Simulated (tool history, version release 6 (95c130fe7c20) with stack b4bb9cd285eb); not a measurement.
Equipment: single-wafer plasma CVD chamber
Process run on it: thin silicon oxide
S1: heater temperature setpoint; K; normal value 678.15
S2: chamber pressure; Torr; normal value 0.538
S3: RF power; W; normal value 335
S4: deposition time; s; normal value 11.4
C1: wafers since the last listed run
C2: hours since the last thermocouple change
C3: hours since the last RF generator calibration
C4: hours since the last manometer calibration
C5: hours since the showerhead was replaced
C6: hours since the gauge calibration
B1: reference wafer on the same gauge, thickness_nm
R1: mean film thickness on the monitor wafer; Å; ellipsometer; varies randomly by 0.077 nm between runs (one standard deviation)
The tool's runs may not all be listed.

{"run": 1, "hour": 0.0, "S1": 678.15, "S2": 0.538, "S3": 335, "S4": 11.4, "C1": 0, "C2": 988.7, "C3": 1722.8, "C4": 2555.0, "C5": 6374.0, "C6": 1960.1, "B1": 16.378, "R1": 147.81}
{"hour": 157.2, "done": "gauge calibrated"}
{"run": 2, "hour": 188.2, "S1": 678.15, "S2": 0.6, "S3": 335, "S4": 11.4, "C1": 7237, "C2": 1176.9, "C3": 1911.0, "C4": 2743.2, "C5": 6562.2, "C6": 31.0, "B1": 15.947, "R1": 162.32}
{"run": 3, "hour": 253.1, "S1": 678.15, "S2": 0.538, "S3": 335, "S4": 11.4, "C1": 2495, "C2": 1241.8, "C3": 1975.9, "C4": 2808.1, "C5": 6627.1, "C6": 95.9, "B1": 15.957, "R1": 144.84}
{"run": 4, "hour": 313.2, "S1": 678.15, "S2": 0.538, "S3": 335, "S4": 11.4, "C1": 2311, "C2": 1301.9, "C3": 2036.0, "C4": 2868.2, "C5": 6687.2, "C6": 156.0, "B1": 15.948, "R1": 144.42}
{"hour": 344.2, "done": "thermocouple changed; heater temperature recalibrated"}
{"run": 5, "hour": 359.6, "S1": 678.15, "S2": 0.538, "S3": 335, "S4": 11.4, "C1": 1476, "C2": 15.4, "C3": 2082.4, "C4": 2914.6, "C5": 6733.6, "C6": 202.4, "B1": 15.955, "R1": 144.35}
{"run": 6, "hour": 424.1, "S1": 678.15, "S2": 0.538, "S3": 335, "S4": 11.4, "C1": 2480, "C2": 79.9, "C3": 2146.9, "C4": 2979.1, "C5": 6798.1, "C6": 266.9, "B1": 15.937, "R1": 145.15}
{"hour": 463.6, "done": "showerhead replaced"}
{"hour": 471.5, "done": "capacitance manometer re-zeroed and calibrated"}
{"run": 7, "hour": 486.1, "S1": 674.15, "S2": 0.425, "S3": 335, "S4": 10.6, "C1": 1773, "C2": 141.9, "C3": 2208.9, "C4": 14.6, "C5": 22.5, "C6": 328.9, "B1": 15.971, "R1": 106.48}
{"run": 8, "hour": 545.0, "S1": 692.15, "S2": 0.538, "S3": 280, "S4": 11.4, "C1": 2265, "C2": 200.8, "C3": 2267.8, "C4": 73.5, "C5": 81.4, "C6": 387.8, "B1": 15.98, "R1": 136.26}
{"hour": 590.8, "done": "RF generator calibrated"}
{"run": 9, "hour": 591.3, "S1": 687.15, "S2": 0.538, "S3": 300, "S4": 12.5, "C1": 1472, "C2": 247.1, "C3": 0.5, "C4": 119.8, "C5": 127.7, "C6": 434.1, "B1": 15.989, "R1": 153.59}
{"run": 10, "hour": 635.2, "S1": 678.15, "S2": 0.616, "S3": 310, "S4": 11.4, "C1": 1688, "C2": 291.0, "C3": 44.4, "C4": 163.7, "C5": 171.6, "C6": 478.0, "B1": 15.997, "R1": 161.38}
{"run": 11, "hour": 698.3, "S1": 674.15, "S2": 0.425, "S3": 335, "S4": 10.6, "C1": 2426, "C2": 354.1, "C3": 107.5, "C4": 226.8, "C5": 234.7, "C6": 541.1, "B1": 15.984, "R1": 107.27}
{"run": 12, "hour": 764.8, "S1": 689.15, "S2": 0.637, "S3": 335, "S4": 11.4, "C1": 2557, "C2": 420.6, "C3": 174.0, "C4": 293.3, "C5": 301.2, "C6": 607.6, "B1": 16.012, "R1": 171.44}
{"run": 13, "hour": 814.2, "S1": 669.15, "S2": 0.576, "S3": 300, "S4": 11.4, "C1": 1899, "C2": 470.0, "C3": 223.4, "C4": 342.7, "C5": 350.6, "C6": 657.0, "B1": 16.018, "R1": 151.82}
{"run": 14, "hour": 872.2, "S1": 678.15, "S2": 0.538, "S3": 335, "S4": 11.4, "C1": 2230, "C2": 528.0, "C3": 281.4, "C4": 400.7, "C5": 408.6, "C6": 715.0, "B1": 16.032, "R1": 144.14}
{"run": 15, "hour": 903.6, "S1": 678.15, "S2": 0.67, "S3": 335, "S4": 10.4, "C1": 1207, "C2": 559.4, "C3": 312.8, "C4": 432.1, "C5": 440.0, "C6": 746.4, "B1": 16.068, "R1": 163.98}
{"run": 16, "hour": 957.9, "S1": 678.15, "S2": 0.441, "S3": 335, "S4": 12.0, "C1": 2088, "C2": 613.7, "C3": 367.1, "C4": 486.4, "C5": 494.3, "C6": 800.7, "B1": 16.045, "R1": 125.27}
{"run": 17, "hour": 998.2, "S1": 678.15, "S2": 0.485, "S3": 335, "S4": 11.4, "C1": 1549, "C2": 654.0, "C3": 407.4, "C4": 526.7, "C5": 534.6, "C6": 841.0, "B1": 16.052, "R1": 131.64}
{"run": 18, "hour": 1027.3, "S1": 690.15, "S2": 0.538, "S3": 335, "S4": 12.2, "C1": 1119, "C2": 683.1, "C3": 436.5, "C4": 555.8, "C5": 563.7, "C6": 870.1, "B1": 16.028, "R1": 154.86}
{"run": 19, "hour": 1058.4, "S1": 678.15, "S2": 0.538, "S3": 335, "S4": 10.5, "C1": 1196, "C2": 714.2, "C3": 467.6, "C4": 586.9, "C5": 594.8, "C6": 901.2, "B1": 16.088, "R1": 134.7}
{"run": 20, "hour": 1110.7, "S1": 678.15, "S2": 0.538, "S3": 335, "S4": 13.2, "C1": 2011, "C2": 766.5, "C3": 519.9, "C4": 639.2, "C5": 647.1, "C6": 953.5, "B1": 16.082, "R1": 169.37}
{"run": 21, "hour": 1145.6, "S1": 667.15, "S2": 0.538, "S3": 335, "S4": 11.4, "C1": 1342, "C2": 801.4, "C3": 554.8, "C4": 674.1, "C5": 682.0, "C6": 988.4, "B1": 16.085, "R1": 145.85}
{"run": 22, "hour": 1191.5, "S1": 678.15, "S2": 0.602, "S3": 295, "S4": 13.6, "C1": 1765, "C2": 847.3, "C3": 600.7, "C4": 720.0, "C5": 727.9, "C6": 1034.3, "B1": 16.118, "R1": 187.14}
{"run": 23, "hour": 1223.4, "S1": 678.15, "S2": 0.538, "S3": 300, "S4": 11.4, "C1": 1226, "C2": 879.2, "C3": 632.6, "C4": 751.9, "C5": 759.8, "C6": 1066.2, "B1": 16.113, "R1": 140.71}
{"run": 24, "hour": 1290.1, "S1": 678.15, "S2": 0.538, "S3": 395, "S4": 11.4, "C1": 2565, "C2": 945.9, "C3": 699.3, "C4": 818.6, "C5": 826.5, "C6": 1132.9, "B1": 16.145, "R1": 154.83}
{"run": 25, "hour": 1353.6, "S1": 678.15, "S2": 0.538, "S3": 360, "S4": 11.4, "C1": 2442, "C2": 1009.4, "C3": 762.8, "C4": 882.1, "C5": 890.0, "C6": 1196.4, "B1": 16.161, "R1": 150.64}
{"run": 26, "hour": 1378.9, "S1": 678.15, "S2": 0.611, "S3": 335, "S4": 11.4, "C1": 972, "C2": 1034.7, "C3": 788.1, "C4": 907.4, "C5": 915.3, "C6": 1221.7, "B1": 16.169, "R1": 165.73}
{"run": 27, "hour": 1412.4, "S1": 687.15, "S2": 0.538, "S3": 300, "S4": 12.5, "C1": 1288, "C2": 1068.2, "C3": 821.6, "C4": 940.9, "C5": 948.8, "C6": 1255.2, "B1": 16.192, "R1": 155.58}
{"run": 28, "hour": 1441.9, "S1": 678.15, "S2": 0.538, "S3": 335, "S4": 11.4, "C1": 1134, "C2": 1097.7, "C3": 851.1, "C4": 970.4, "C5": 978.3, "C6": 1284.7, "B1": 16.21, "R1": 147.16}

Forecast each of these 5 alternatives for the next run:
{"run": "A", "hour": 1442.3, "S1": 678.15, "S2": 0.538, "S3": 335, "S4": 9.4, "C1": 15, "C2": 1098.1, "C3": 851.5, "C4": 970.8, "C5": 978.7, "C6": 1285.1, "B1": "?", "R1": "?"}
{"run": "B", "hour": 1442.3, "S1": 678.15, "S2": 0.538, "S3": 375, "S4": 12.8, "C1": 15, "C2": 1098.1, "C3": 851.5, "C4": 970.8, "C5": 978.7, "C6": 1285.1, "B1": "?", "R1": "?"}
{"run": "C", "hour": 1442.3, "S1": 678.15, "S2": 0.538, "S3": 295, "S4": 10.5, "C1": 15, "C2": 1098.1, "C3": 851.5, "C4": 970.8, "C5": 978.7, "C6": 1285.1, "B1": "?", "R1": "?"}
{"run": "D", "hour": 1442.3, "S1": 678.15, "S2": 0.618, "S3": 375, "S4": 10.0, "C1": 15, "C2": 1098.1, "C3": 851.5, "C4": 970.8, "C5": 978.7, "C6": 1285.1, "B1": "?", "R1": "?"}
{"run": "E", "hour": 1442.3, "S1": 678.15, "S2": 0.538, "S3": 280, "S4": 11.4, "C1": 15, "C2": 1098.1, "C3": 851.5, "C4": 970.8, "C5": 978.7, "C6": 1285.1, "B1": "?", "R1": "?"}

run=A B1=16.192 R1=119.89
run=B B1=16.192 R1=168.36
run=C B1=16.192 R1=129.26
run=D B1=16.192 R1=151.02
run=E B1=16.192 R1=138.28
What these runs would have given with no unlogged condition in the tool:
run=A R1=117.76
run=B R1=165.37
run=C R1=126.97
run=D R1=148.34
run=E R1=135.82
